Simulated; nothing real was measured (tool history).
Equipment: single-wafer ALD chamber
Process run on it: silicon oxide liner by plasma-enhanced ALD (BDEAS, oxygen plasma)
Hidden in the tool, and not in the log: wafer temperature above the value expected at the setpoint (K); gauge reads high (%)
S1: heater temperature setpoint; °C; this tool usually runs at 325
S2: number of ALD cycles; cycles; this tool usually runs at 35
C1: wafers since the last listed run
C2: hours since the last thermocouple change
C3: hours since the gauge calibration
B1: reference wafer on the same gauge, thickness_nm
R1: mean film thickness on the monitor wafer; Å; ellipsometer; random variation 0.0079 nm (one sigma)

run,day,S1,S2,C1,C2,C3,B1,R1
1,0.000,325,35,0,1410.7,418.1,3.610,31.54
2,2.325,325,35,366,1466.5,473.9,3.609,31.56
3,4.000,325,35,264,1506.7,514.1,3.609,31.45
4,5.542,325,35,243,1543.7,551.1,3.609,31.53
5,7.688,325,35,338,1595.2,602.6,3.610,31.66
6,9.150,325,35,230,1630.3,637.7,3.610,31.63
7,11.017,329,35,294,1675.1,682.5,3.610,31.42
8,12.692,329,35,264,1715.3,722.7,3.610,31.53
9,13.971,329,35,201,1746.0,753.4,3.612,31.43
10,15.075,317,35,174,1772.5,779.9,3.610,31.96
11,17.462,317,35,376,1829.8,837.2,3.610,31.93
12,19.742,317,35,359,1884.5,891.9,3.610,31.77
13,22.442,325,35,425,1949.3,956.7,3.610,31.56
14,24.579,325,35,337,2000.6,1008.0,3.610,31.58
# day 25.046: thermocouple changed; heater temperature recalibrated
15,27.221,320,33,364,52.2,1071.4,3.610,30.02
16,30.188,325,35,467,123.4,1142.6,3.609,31.63
17,33.171,315,40,470,195.0,1214.2,3.609,36.64
# day 40.525: gauge calibrated
18,41.692,325,32,1343,399.5,28.0,3.609,28.90
19,43.771,331,40,327,449.4,77.9,3.608,35.65
20,45.000,333,33,193,478.9,107.4,3.610,29.55
21,47.608,318,37,411,541.5,170.0,3.611,33.51
22,49.383,314,29,279,584.1,212.6,3.612,26.61
23,51.225,325,35,290,628.3,256.8,3.610,31.56
24,52.879,330,42,260,668.0,296.5,3.612,37.83
25,54.029,325,35,181,695.6,324.1,3.612,31.56
26,55.442,331,40,222,729.5,358.0,3.612,35.61
27,56.962,325,42,239,766.0,394.5,3.611,38.02
28,58.504,325,35,243,803.0,431.5,3.611,31.55
29,60.771,337,28,357,857.4,485.9,3.611,24.87

Below are 3 alternative next runs, each starting from the tool's condition after run 29. Predict each:
A,60.788,311,35,2,857.8,486.3,?,?
B,60.788,321,35,2,857.8,486.3,?,?
C,60.788,311,30,2,857.8,486.3,?,?

run,B1,R1
A,3.611,32.14
B,3.611,31.70
C,3.611,27.55
Stripped of hidden state, with their random variation kept, the same runs would have yielded:
run,R1
A,32.14
B,31.70
C,27.55

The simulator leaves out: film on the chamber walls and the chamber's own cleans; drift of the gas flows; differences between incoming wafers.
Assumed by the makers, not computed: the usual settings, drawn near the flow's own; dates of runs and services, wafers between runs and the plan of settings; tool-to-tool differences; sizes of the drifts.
